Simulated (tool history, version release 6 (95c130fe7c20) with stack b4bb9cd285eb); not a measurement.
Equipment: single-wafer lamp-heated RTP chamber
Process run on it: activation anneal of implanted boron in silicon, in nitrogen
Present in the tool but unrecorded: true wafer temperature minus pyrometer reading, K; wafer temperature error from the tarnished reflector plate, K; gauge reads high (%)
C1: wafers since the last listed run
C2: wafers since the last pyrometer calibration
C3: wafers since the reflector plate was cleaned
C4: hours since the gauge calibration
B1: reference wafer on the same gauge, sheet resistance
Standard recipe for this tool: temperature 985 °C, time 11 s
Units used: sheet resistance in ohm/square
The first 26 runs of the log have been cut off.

{"run": 27, "hour": 1505.7, "temperature": 960, "time": 7, "C1": 899, "C2": 4904, "C3": 4141, "C4": 212.8, "B1": 253.0, "sheet resistance": 233.68}
{"hour": 1564.2, "done": "reflector plate cleaned"}
{"run": 28, "hour": 1570.6, "temperature": 1012, "time": 7, "C1": 755, "C2": 5660, "C3": 84, "C4": 277.7, "B1": 253.21, "sheet resistance": 208.02}
{"run": 29, "hour": 1619.0, "temperature": 985, "time": 11, "C1": 642, "C2": 6303, "C3": 727, "C4": 326.1, "B1": 252.45, "sheet resistance": 212.54}
{"run": 30, "hour": 1650.1, "temperature": 965, "time": 9, "C1": 413, "C2": 6716, "C3": 1140, "C4": 357.2, "B1": 253.43, "sheet resistance": 232.03}
{"run": 31, "hour": 1674.7, "temperature": 970, "time": 7, "C1": 326, "C2": 7043, "C3": 1467, "C4": 381.8, "B1": 252.9, "sheet resistance": 227.03}
{"run": 32, "hour": 1733.6, "temperature": 970, "time": 11, "C1": 782, "C2": 7825, "C3": 2249, "C4": 440.7, "B1": 253.12, "sheet resistance": 224.04}
{"hour": 1798.8, "done": "pyrometer window cleaned and pyrometer calibrated"}
{"run": 33, "hour": 1799.3, "temperature": 965, "time": 8, "C1": 766, "C2": 7, "C3": 3016, "C4": 506.4, "B1": 252.9, "sheet resistance": 227.96}
{"run": 34, "hour": 1849.1, "temperature": 985, "time": 11, "C1": 661, "C2": 668, "C3": 3677, "C4": 556.2, "B1": 253.26, "sheet resistance": 209.83}
{"run": 35, "hour": 1898.7, "temperature": 1014, "time": 5, "C1": 658, "C2": 1327, "C3": 4336, "C4": 605.8, "B1": 252.79, "sheet resistance": 206.97}
{"run": 36, "hour": 1942.7, "temperature": 977, "time": 11, "C1": 584, "C2": 1912, "C3": 4921, "C4": 649.8, "B1": 253.07, "sheet resistance": 213.94}
{"run": 37, "hour": 1967.3, "temperature": 999, "time": 16, "C1": 326, "C2": 2238, "C3": 5248, "C4": 674.4, "B1": 253.15, "sheet resistance": 206.26}

Branching from run 37: 4 alternative next runs. What would each branch give?
{"run": "A", "hour": 1967.7, "temperature": 1007, "time": 11, "C1": 5, "C2": 2244, "C3": 5253, "C4": 674.8, "B1": "?", "sheet resistance": "?"}
{"run": "B", "hour": 1967.7, "temperature": 985, "time": 6, "C1": 5, "C2": 2244, "C3": 5253, "C4": 674.8, "B1": "?", "sheet resistance": "?"}
{"run": "C", "hour": 1967.7, "temperature": 985, "time": 16, "C1": 5, "C2": 2244, "C3": 5253, "C4": 674.8, "B1": "?", "sheet resistance": "?"}
{"run": "D", "hour": 1967.7, "temperature": 955, "time": 8, "C1": 5, "C2": 2244, "C3": 5253, "C4": 674.8, "B1": "?", "sheet resistance": "?"}

run=A B1=252.87 sheet_resistance=206.14
run=B B1=252.87 sheet_resistance=212.41
run=C B1=252.87 sheet_resistance=209.95
run=D B1=252.87 sheet_resistance=239.87
With the hidden condition removed and each run's random variation left untouched, the same runs would have given:
run=A sheet_resistance=207.13
run=B sheet_resistance=216.60
run=C sheet_resistance=213.23
run=D sheet_resistance=254.89
